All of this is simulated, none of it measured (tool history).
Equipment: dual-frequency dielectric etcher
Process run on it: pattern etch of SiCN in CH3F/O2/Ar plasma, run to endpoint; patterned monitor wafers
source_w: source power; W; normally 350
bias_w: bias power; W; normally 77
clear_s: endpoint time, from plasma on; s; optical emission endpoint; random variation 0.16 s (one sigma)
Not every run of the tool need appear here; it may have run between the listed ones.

run	day	source_w	bias_w	incoming incoming film thickness, nm	clear_s
1	0.000	350	86	8.95	23.0
2	6.567	350	86	9.04	23.3
3	8.112	350	86	9.00	23.4
4	9.496	280	89	8.96	24.5
5	11.088	280	89	8.99	24.9
6	13.550	280	89	8.94	25.0
# day 16.725: wet clean of the chamber
7	16.746	380	77	8.88	24.5
8	17.533	380	77	8.94	24.8
# day 18.579: source power generator calibrated
# day 24.104: upper electrode replaced
# day 25.112: bias power generator calibrated
# day 25.483: wet clean of the chamber, repeated, since the last time left the tool worse
9	25.504	350	89	8.99	22.1
10	26.192	410	94	8.90	20.6
11	27.421	430	94	9.05	20.3
12	29.546	350	77	8.98	24.4
13	31.654	350	77	8.98	24.7
14	34.283	410	77	8.96	23.0
15	36.446	350	61	9.04	28.9
16	37.808	370	63	8.99	27.4
17	39.054	330	77	8.99	25.4
18	41.050	400	89	8.95	21.9
# day 42.146: wet clean of the chamber
19	42.438	400	70	9.05	24.3

What if the next run were any one of these 3? Each begins from the tool's condition after run 19:
A	42.454	350	77	9.05	?
B	42.454	390	68	9.05	?
C	42.454	310	61	9.05	?

run	clear_s
A	24.3
B	25.1
C	29.2
Stripped of hidden state, with their random variation kept, the same runs would have yielded:
run	clear_s
A	24.5
B	25.3
C	29.4
